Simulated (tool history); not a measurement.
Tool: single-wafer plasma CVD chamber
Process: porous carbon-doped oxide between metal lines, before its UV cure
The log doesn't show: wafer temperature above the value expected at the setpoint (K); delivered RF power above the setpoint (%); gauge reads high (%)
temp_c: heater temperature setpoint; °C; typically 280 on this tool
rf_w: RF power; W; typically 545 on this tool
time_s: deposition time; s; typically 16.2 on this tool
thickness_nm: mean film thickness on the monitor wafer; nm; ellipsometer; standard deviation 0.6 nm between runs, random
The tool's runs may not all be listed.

run,day,temp_c,rf_w,time_s,wafers since the last listed run,hours since the last thermocouple change,hours since the last RF generator calibration,hours since the showerhead was replaced,hours since the gauge calibration,"read-back reference wafer on the same gauge, thickness_nm",thickness_nm
1,0,280,545,16.2,0,2179.4,515.8,6952.8,145.5,114.187,104.943
2,0.708,280,545,16.2,739,2196.4,532.8,6969.8,162.5,113.916,102.952
3,1.242,280,545,15.2,556,2209.2,545.6,6982.6,175.3,114.082,97.402
4,2.438,280,545,16.2,1248,2237.9,574.3,7011.3,204,114.07,102.175
5,3.792,280,545,16.2,1413,2270.4,606.8,7043.8,236.5,114.011,103.068
6,4.388,280,545,16.2,622,2284.7,621.1,7058.1,250.8,114.061,104.331
7,6.633,280,485,16.2,2344,2338.6,675,7112,304.7,113.921,92.098
# day 7.496: gauge calibrated
8,7.888,280,545,16.2,1309,2368.7,705.1,7142.1,9.4,114.109,104.116
9,9.067,272,545,16.2,1231,2397,733.4,7170.4,37.7,113.987,109.728
10,10.508,280,580,14.9,1505,2431.6,768,7205,72.3,113.911,100.213
11,11.496,280,545,17.7,1030,2455.3,791.7,7228.7,96,113.96,112.491
12,12.812,285,545,16.2,1374,2486.9,823.3,7260.3,127.6,114.055,100.542
13,13.442,285,545,16.2,656,2502,838.4,7275.4,142.7,114.029,100.039
14,14.825,280,545,16.2,1444,2535.2,871.6,7308.6,175.9,114.082,103.051
15,16.05,280,545,16.2,1278,2564.6,901,7338,205.3,113.961,103.69
# day 16.738: RF generator calibrated
# day 17.375: thermocouple changed; heater temperature recalibrated
16,17.396,280,545,16.2,709,0.5,15.8,7370.3,237.6,113.904,103.097
17,18.333,288,610,14.3,978,23,38.3,7392.8,260.1,114.006,94.395
18,19.575,275,545,16.2,1296,52.8,68.1,7422.6,289.9,114.184,107.767
# day 20.304: gauge calibrated
# day 20.667: showerhead replaced
19,20.988,270,455,13.1,1126,86.7,102,7.7,16.4,113.966,75.524
20,21.521,270,435,16.2,556,99.5,114.8,20.5,29.2,114.151,88.779
21,22.371,284,485,16.2,887,119.9,135.2,40.9,49.6,114.022,90.361
22,23.338,280,545,13.4,1009,143.1,158.4,64.1,72.8,114.052,86.689
23,24.796,272,510,18.5,1522,178.1,193.4,99.1,107.8,114.017,117.552
24,25.575,287,470,19.2,813,196.8,212.1,117.8,126.5,114.028,101.639
25,27.042,280,545,16.2,1531,232,247.3,153,161.7,113.904,102.831

The tool's hidden state at each run:
wafer temperature above the value expected at the setpoint (K): 0 at every run
delivered RF power above the setpoint (%): 0 at every run
gauge reads high (%): 0 at every run
